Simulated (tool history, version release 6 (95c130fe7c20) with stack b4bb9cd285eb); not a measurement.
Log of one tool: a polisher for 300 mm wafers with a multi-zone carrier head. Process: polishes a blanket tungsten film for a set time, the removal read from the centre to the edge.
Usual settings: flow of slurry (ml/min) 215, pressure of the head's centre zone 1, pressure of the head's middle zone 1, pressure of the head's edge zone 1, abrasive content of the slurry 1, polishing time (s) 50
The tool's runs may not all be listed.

| run | hour | flow of slurry (ml/min) | pressure of the head's centre zone | pressure of the head's middle zone | pressure of the head's edge zone | abrasive content of the slurry | polishing time (s) | incoming thickness of the incoming film, nm | film removed at the wafer's centre (angstrom) | film removed at mid-radius (angstrom) | film removed at the wafer's edge (angstrom) |
|---|---|---|---|---|---|---|---|---|---|---|---|
| 1 | 0 | 215 | 1 | 1 | 1 | 1 | 50 | 1333.2 | 2224 | 2268 | 2242 |
|  | 2.3 | worn pad replaced by a new one |
| 2 | 8.1 | 215 | 1 | 1 | 1 | 1 | 50 | 1367.1 | 2387 | 2497 | 2432 |
| 3 | 22.4 | 215 | 1 | 1 | 1 | 1 | 50 | 1348.6 | 2424 | 2478 | 2355 |
| 4 | 38.4 | 215 | 1 | 1 | 1 | 1 | 50 | 1347.4 | 2352 | 2377 | 2338 |
|  | 81.9 | worn pad replaced by a new one |
| 5 | 85.7 | 215 | 1 | 1 | 1 | 1 | 50 | 1313.8 | 2512 | 2550 | 2461 |
|  | 91.5 | edge zone pressure recalibrated |
|  | 104.9 | slurry nozzle cleaned |
| 6 | 107.5 | 215 | 1 | 1 | 1 | 1 | 43 | 1317.5 | 2081 | 2127 | 2101 |
| 7 | 124.5 | 215 | 1 | 1 | 1 | 1 | 43 | 1345 | 2013 | 2130 | 2039 |
| 8 | 137.1 | 215 | 1 | 1 | 1 | 1 | 50 | 1340 | 2336 | 2388 | 2318 |
| 9 | 144.6 | 215 | 1 | 1 | 1 | 1 | 50 | 1342.9 | 2327 | 2344 | 2303 |
|  | 158.1 | worn pad replaced by a new one |
| 10 | 158.6 | 215 | 1 | 1.05 | 1 | 1 | 68 | 1362.5 | 3356 | 3574 | 3357 |
| 11 | 168.3 | 175 | 0.9 | 0.88 | 1 | 0.75 | 50 | 1336.4 | 2084 | 2127 | 2285 |
|  | 179 | carrier head's membrane replaced by a new one |
| 12 | 179.5 | 195 | 1 | 1 | 1 | 1 | 50 | 1349.5 | 2468 | 2544 | 2421 |
| 13 | 196 | 215 | 1 | 1 | 0.92 | 1.25 | 50 | 1321.4 | 2427 | 2635 | 2396 |
|  | 211.2 | centre zone pressure recalibrated |
| 14 | 213.9 | 240 | 1 | 1 | 1 | 1.2 | 32 | 1327.5 | 1557 | 1589 | 1529 |
| 15 | 221.7 | 245 | 1.09 | 0.89 | 0.88 | 1 | 50 | 1342.5 | 2534 | 2168 | 2164 |
|  | 227.3 | worn pad replaced by a new one |
| 16 | 232 | 280 | 1 | 1 | 1.03 | 0.75 | 50 | 1342.9 | 2356 | 2384 | 2377 |
| 17 | 249 | 215 | 1 | 1 | 1 | 1 | 50 | 1345.8 | 2421 | 2508 | 2377 |
| 18 | 263.3 | 170 | 1 | 0.93 | 1 | 1 | 50 | 1339.3 | 2240 | 2269 | 2302 |
| 19 | 272.4 | 215 | 1 | 1 | 1 | 1 | 43 | 1322.1 | 2000 | 2064 | 1990 |

Some steps in film removed at the wafer's centre (angstrom) between neighbouring runs. How much of each would the tool show without its hidden state too (settings, what came in, random variation), and how much is left for the hidden state, with any gauge scatter that isn't in both results?
The hidden state here: removal rate lost through wear of the pad, %; slurry flow missing at the pad, %; deviation of the centre zone's pressure from its setpoint, %; deviation of the edge zone's pressure from its setpoint, %.
Run 9 -> 10: pressure of the head's middle zone 1 -> 1.05, polishing time (s) 50 -> 68, worn pad replaced by a new one. film removed at the wafer's centre (angstrom) +1029: hidden state +165, all else +864.
Run 10 -> 11: flow of slurry (ml/min) 215 -> 175, pressure of the head's centre zone 1 -> 0.9, pressure of the head's middle zone 1.05 -> 0.88, abrasive content of the slurry 1 -> 0.75, polishing time (s) 68 -> 50. film removed at the wafer's centre (angstrom) -1272: hidden state -1, all else -1271.

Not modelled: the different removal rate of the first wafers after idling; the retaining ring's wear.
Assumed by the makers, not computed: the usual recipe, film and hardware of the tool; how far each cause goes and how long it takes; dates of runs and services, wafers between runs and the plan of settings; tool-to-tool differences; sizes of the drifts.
